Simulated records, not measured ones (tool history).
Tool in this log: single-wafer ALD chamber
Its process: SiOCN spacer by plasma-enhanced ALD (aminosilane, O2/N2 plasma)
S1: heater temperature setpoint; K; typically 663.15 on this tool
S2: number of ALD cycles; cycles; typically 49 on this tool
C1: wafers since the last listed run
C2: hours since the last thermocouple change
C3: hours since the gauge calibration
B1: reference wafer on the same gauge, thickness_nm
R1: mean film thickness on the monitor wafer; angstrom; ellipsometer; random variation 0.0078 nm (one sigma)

Run 1, hour 0.0: usual settings; C1 0; C2 2386.7; C3 60.5; B1 3.230. Result: R1 31.16 angstrom.
Run 2, hour 9.9: usual settings but S1 673.15 K; C1 48; C2 2396.6; C3 70.4; B1 3.230. Result: R1 30.97 angstrom.
Run 3, hour 22.4: usual settings but S1 673.15 K; C1 61; C2 2409.1; C3 82.9; B1 3.234. Result: R1 31.04 angstrom.
Run 4, hour 36.9: usual settings; C1 71; C2 2423.6; C3 97.4; B1 3.227. Result: R1 31.21 angstrom.
Run 5, hour 48.9: usual settings; C1 59; C2 2435.6; C3 109.4; B1 3.230. Result: R1 31.22 angstrom.
Run 6, hour 60.4: usual settings; C1 56; C2 2447.1; C3 120.9; B1 3.232. Result: R1 31.11 angstrom.
At hour 71.6: gauge calibrated.
Run 7, hour 74.5: usual settings; C1 69; C2 2461.2; C3 2.9; B1 3.227. Result: R1 31.34 angstrom.
Run 8, hour 85.5: usual settings but S1 675.15 K; C1 54; C2 2472.2; C3 13.9; B1 3.232. Result: R1 30.80 angstrom.
Run 9, hour 99.4: usual settings but S1 656.15 K, S2 40 cycles; C1 68; C2 2486.1; C3 27.8; B1 3.231. Result: R1 25.55 angstrom.
Run 10, hour 115.6: usual settings but S1 649.15 K, S2 52 cycles; C1 79; C2 2502.3; C3 44.0; B1 3.231. Result: R1 33.16 angstrom.
Run 11, hour 123.3: usual settings but S1 652.15 K; C1 38; C2 2510.0; C3 51.7; B1 3.231. Result: R1 31.21 angstrom.
Run 12, hour 130.4: usual settings but S2 58 cycles; C1 35; C2 2517.1; C3 58.8; B1 3.229. Result: R1 36.98 angstrom.
Run 13, hour 144.9: usual settings but S1 673.15 K; C1 71; C2 2531.6; C3 73.3; B1 3.231. Result: R1 31.01 angstrom.

Run 14 comes next. What will it give?
At hour 159.0: thermocouple changed; heater temperature recalibrated.
Run 14, hour 197.3: usual settings; C1 219; C2 38.3; C3 125.7; B1 ?. Result: R1 ?.

B1: 3.229
R1: 31.15 angstrom
Take away the tool's hidden state, keep the run-to-run variation as it was, and the same run would have given R1 31.15 angstrom.

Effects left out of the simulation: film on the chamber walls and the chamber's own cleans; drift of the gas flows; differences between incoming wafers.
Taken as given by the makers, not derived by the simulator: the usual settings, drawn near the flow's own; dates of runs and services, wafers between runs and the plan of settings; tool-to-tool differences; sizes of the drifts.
